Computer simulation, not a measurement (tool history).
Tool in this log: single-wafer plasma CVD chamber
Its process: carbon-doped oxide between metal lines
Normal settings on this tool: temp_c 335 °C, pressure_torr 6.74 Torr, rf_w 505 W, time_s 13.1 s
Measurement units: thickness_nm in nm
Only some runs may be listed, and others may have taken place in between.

run,hour,temp_c,pressure_torr,rf_w,time_s,wafers since the last listed run,hours since the last thermocouple change,hours since the last RF generator calibration,hours since the last manometer calibration,hours since the showerhead was replaced,hours since the gauge calibration,"read-back reference wafer on the same gauge, thickness_nm",thickness_nm
1,0.0,335,6.74,505,13.1,0,665.2,209.0,880.2,3763.9,895.0,79.186,72.663
2,72.0,335,6.74,505,13.1,2005,737.2,281.0,952.2,3835.9,967.0,79.146,72.503
3,133.1,335,6.74,505,13.1,1702,798.3,342.1,1013.3,3897.0,1028.1,79.190,72.840
4,269.0,335,6.74,535,13.1,3786,934.2,478.0,1149.2,4032.9,1164.0,79.182,75.086
5,321.7,335,6.74,535,13.1,1468,986.9,530.7,1201.9,4085.6,1216.7,79.188,74.820
6,372.6,327,6.74,580,13.1,1418,1037.8,581.6,1252.8,4136.5,1267.6,79.186,80.336
7,405.4,335,6.74,505,13.1,913,1070.6,614.4,1285.6,4169.3,1300.4,79.240,72.848
8,465.8,335,6.74,505,13.1,1682,1131.0,674.8,1346.0,4229.7,1360.8,79.222,73.197
9,503.9,335,6.74,555,13.1,1061,1169.1,712.9,1384.1,4267.8,1398.9,79.197,76.293
10,570.1,335,6.74,505,13.1,1844,1235.3,779.1,1450.3,4334.0,1465.1,79.101,73.489
11,627.5,335,6.74,505,13.1,1599,1292.7,836.5,1507.7,4391.4,1522.5,79.248,73.088
12,651.8,343,6.74,505,13.1,677,1317.0,860.8,1532.0,4415.7,1546.8,79.142,71.180
# hour 681.5: capacitance manometer re-zeroed and calibrated
# hour 719.2: gauge calibrated
# hour 763.0: showerhead replaced, of another model than before
13,791.8,335,6.74,505,13.1,3454,1457.0,1000.8,110.3,28.8,72.6,79.304,73.156
# hour 808.9: thermocouple changed; heater temperature recalibrated
14,854.5,335,6.74,430,13.1,1524,45.6,1063.5,173.0,91.5,135.3,79.125,68.395
15,906.3,345,6.74,590,13.1,1443,97.4,1115.3,224.8,143.3,187.1,79.239,73.896
16,959.0,335,6.74,505,13.1,1468,150.1,1168.0,277.5,196.0,239.8,79.241,71.660
17,1012.8,349,6.74,505,13.1,1498,203.9,1221.8,331.3,249.8,293.6,79.205,68.724
18,1038.8,335,7.65,505,13.1,724,229.9,1247.8,357.3,275.8,319.6,79.148,72.093
# hour 1069.2: RF generator calibrated
19,1077.8,349,7.45,420,14.5,863,268.9,8.6,396.3,314.8,358.6,79.165,71.487
20,1136.8,327,8.07,420,14.8,1643,327.9,67.6,455.3,373.8,417.6,79.146,79.140
21,1186.6,324,6.74,505,13.1,1387,377.7,117.4,505.1,423.6,467.4,79.241,75.359
22,1243.5,335,7.28,560,13.1,1585,434.6,174.3,562.0,480.5,524.3,79.078,75.333
23,1274.9,335,5.18,505,13.1,874,466.0,205.7,593.4,511.9,555.7,79.289,71.846
24,1439.8,335,6.74,505,13.1,4594,630.9,370.6,758.3,676.8,720.6,79.209,72.101
25,1473.4,335,6.10,430,12.3,936,664.5,404.2,791.9,710.4,754.2,79.219,64.440
26,1499.0,349,7.45,420,14.5,713,690.1,429.8,817.5,736.0,779.8,79.124,72.287
27,1565.8,335,6.74,505,13.1,1861,756.9,496.6,884.3,802.8,846.6,79.233,72.657
28,1612.8,335,6.74,505,13.1,1309,803.9,543.6,931.3,849.8,893.6,79.217,72.421

Measured result minus the same run's result without the hidden state. Both carry the same run-to-run variation, though not necessarily the same gauge scatter:
The hidden state here: wafer temperature above the value expected at the setpoint (K); delivered RF power above the setpoint (%); true pressure above the setpoint (%); gauge reads high (%).
run,thickness_nm
1,+0.697
2,+0.775
3,+0.846
4,+1.027
5,+1.082
6,+1.348
7,+1.147
8,+1.220
9,+1.318
10,+1.349
11,+1.410
12,+1.299
13,+1.607
14,-0.065
15,-0.011
16,+0.046
17,+0.089
18,+0.133
19,+0.155
20,+0.291
21,+0.343
22,+0.374
23,+0.390
24,+0.572
25,+0.544
26,+0.568
27,+0.716
28,+0.765
